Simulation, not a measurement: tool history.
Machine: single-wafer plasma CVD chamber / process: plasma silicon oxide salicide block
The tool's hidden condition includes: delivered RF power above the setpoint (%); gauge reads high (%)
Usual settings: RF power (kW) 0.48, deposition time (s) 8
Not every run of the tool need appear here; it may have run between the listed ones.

| run | hour | RF power (kW) | deposition time (s) | wafers since the last listed run | hours since the last RF generator calibration | hours since the showerhead was replaced | hours since the gauge calibration | read-back reference wafer on the same gauge, thickness_nm | mean film thickness on the monitor wafer (Å) |
|---|---|---|---|---|---|---|---|---|---|
| 1 | 0 | 0.455 | 8 | 0 | 484.1 | 301.4 | 3471.2 | 59.678 | 718.81 |
| 2 | 69.9 | 0.455 | 8 | 1532 | 554 | 371.3 | 3541.1 | 59.694 | 715.45 |
| 3 | 161.1 | 0.48 | 8 | 1999 | 645.2 | 462.5 | 3632.3 | 59.689 | 727.03 |
| 4 | 398.4 | 0.48 | 8 | 5202 | 882.5 | 699.8 | 3869.6 | 59.74 | 722.93 |
| 5 | 504.3 | 0.48 | 8 | 2321 | 988.4 | 805.7 | 3975.5 | 59.726 | 723.59 |
| 6 | 648.5 | 0.48 | 8 | 3161 | 1132.6 | 949.9 | 4119.7 | 59.668 | 725.72 |
| 7 | 748.6 | 0.48 | 8 | 2194 | 1232.7 | 1050 | 4219.8 | 59.693 | 724.27 |
| 8 | 886.7 | 0.48 | 8 | 3027 | 1370.8 | 1188.1 | 4357.9 | 59.672 | 722.56 |
| 9 | 933.1 | 0.48 | 7.44 | 1017 | 1417.2 | 1234.5 | 4404.3 | 59.724 | 671.85 |
| 10 | 1027.8 | 0.48 | 7.44 | 2076 | 1511.9 | 1329.2 | 4499 | 59.74 | 672.54 |
| 11 | 1131.5 | 0.42 | 9.12 | 2273 | 1615.6 | 1432.9 | 4602.7 | 59.676 | 807.86 |
| 12 | 1228.7 | 0.42 | 9.12 | 2130 | 1712.8 | 1530.1 | 4699.9 | 59.723 | 806.63 |
| 13 | 1296.1 | 0.48 | 8.66 | 1477 | 1780.2 | 1597.5 | 4767.3 | 59.714 | 782.62 |
| 14 | 1347.4 | 0.48 | 8.66 | 1124 | 1831.5 | 1648.8 | 4818.6 | 59.699 | 776.2 |
| 15 | 1401.9 | 0.48 | 8.66 | 1194 | 1886 | 1703.3 | 4873.1 | 59.691 | 780.09 |
|  | 1485.7 | gauge calibrated |
| 16 | 1493.5 | 0.48 | 8 | 2008 | 1977.6 | 1794.9 | 7.8 | 59.692 | 716.9 |
| 17 | 1570.7 | 0.48 | 8 | 1692 | 2054.8 | 1872.1 | 85 | 59.727 | 718.94 |
|  | 1647.6 | RF generator calibrated |
| 18 | 1797.6 | 0.48 | 8 | 4798 | 150 | 2099 | 311.9 | 59.717 | 723.92 |
| 19 | 1869.6 | 0.48 | 8 | 1578 | 222 | 2171 | 383.9 | 59.67 | 720.63 |
| 20 | 1932 | 0.48 | 8 | 1367 | 284.4 | 2233.4 | 446.3 | 59.687 | 723.46 |
| 21 | 2003.2 | 0.525 | 9.17 | 1560 | 355.6 | 2304.6 | 517.5 | 59.745 | 838.18 |
| 22 | 2063.3 | 0.39 | 9.15 | 1317 | 415.7 | 2364.7 | 577.6 | 59.687 | 804.2 |
| 23 | 2161 | 0.48 | 8 | 2141 | 513.4 | 2462.4 | 675.3 | 59.713 | 726.44 |
| 24 | 2198.6 | 0.44 | 6.54 | 824 | 551 | 2500 | 712.9 | 59.662 | 583.09 |
| 25 | 2508 | 0.415 | 8 | 6782 | 860.4 | 2809.4 | 1022.3 | 59.705 | 707.49 |
| 26 | 2551.7 | 0.54 | 7.36 | 958 | 904.1 | 2853.1 | 1066 | 59.756 | 675.76 |
| 27 | 2623.8 | 0.48 | 7.56 | 1580 | 976.2 | 2925.2 | 1138.1 | 59.701 | 684.14 |
| 28 | 2684.3 | 0.42 | 9.12 | 1326 | 1036.7 | 2985.7 | 1198.6 | 59.709 | 808.57 |
| 29 | 2737.8 | 0.45 | 8.91 | 1172 | 1090.2 | 3039.2 | 1252.1 | 59.697 | 798.27 |
| 30 | 2844.2 | 0.54 | 8 | 2332 | 1196.6 | 3145.6 | 1358.5 | 59.741 | 736.83 |
| 31 | 2904 | 0.48 | 8 | 1310 | 1256.4 | 3205.4 | 1418.3 | 59.702 | 721.31 |
|  | 3004.1 | showerhead replaced |
| 32 | 3008.8 | 0.55 | 7.43 | 2122 | 1361.2 | 4.7 | 1523.1 | 59.716 | 683.8 |
| 33 | 3100.7 | 0.55 | 9.38 | 2014 | 1453.1 | 96.6 | 1615 | 59.704 | 864.95 |
| 34 | 3177 | 0.48 | 8 | 1672 | 1529.4 | 172.9 | 1691.3 | 59.686 | 722.93 |
| 35 | 3234.7 | 0.48 | 8.53 | 1264 | 1587.1 | 230.6 | 1749 | 59.645 | 770.11 |
| 36 | 3277.6 | 0.505 | 8.63 | 940 | 1630 | 273.5 | 1791.9 | 59.706 | 784.27 |
| 37 | 3325.9 | 0.55 | 9.56 | 1058 | 1678.3 | 321.8 | 1840.2 | 59.712 | 879.8 |
| 38 | 3552.6 | 0.54 | 7.36 | 4969 | 1905 | 548.5 | 2066.9 | 59.713 | 673.02 |
| 39 | 3598.8 | 0.45 | 9.31 | 1012 | 1951.2 | 594.7 | 2113.1 | 59.655 | 832.14 |
| 40 | 3685.3 | 0.44 | 7.07 | 1896 | 2037.7 | 681.2 | 2199.6 | 59.715 | 627.5 |
| 41 | 3810.2 | 0.4 | 6.47 | 2738 | 2162.6 | 806.1 | 2324.5 | 59.672 | 564.99 |
|  | 3868.4 | RF generator calibrated |
| 42 | 3919.4 | 0.44 | 9.51 | 2218 | 51 | 915.3 | 2433.7 | 59.766 | 849.4 |
| 43 | 4081.7 | 0.48 | 8 | 3557 | 213.3 | 1077.6 | 2596 | 59.701 | 722.82 |

5 options for the next run, each taken on its own from the tool as it stands now. Forecast them:
| A | 4082.1 | 0.48 | 8 | 8 | 213.7 | 1078 | 2596.4 | ? | ? |
| B | 4082.1 | 0.48 | 6.76 | 8 | 213.7 | 1078 | 2596.4 | ? | ? |
| C | 4082.1 | 0.395 | 7.4 | 8 | 213.7 | 1078 | 2596.4 | ? | ? |
| D | 4082.1 | 0.53 | 9.14 | 8 | 213.7 | 1078 | 2596.4 | ? | ? |
| E | 4082.1 | 0.48 | 7.52 | 8 | 213.7 | 1078 | 2596.4 | ? | ? |

| run | read-back reference wafer on the same gauge, thickness_nm | mean film thickness on the monitor wafer (Å) |
|---|---|---|
| A | 59.707 | 722.91 |
| B | 59.707 | 610.86 |
| C | 59.707 | 649.82 |
| D | 59.707 | 838.95 |
| E | 59.707 | 679.53 |
Had the tool no hidden state, the same runs would have come out as:
| run | mean film thickness on the monitor wafer (Å) |
|---|---|
| A | 723.27 |
| B | 611.16 |
| C | 650.14 |
| D | 839.36 |
| E | 679.87 |
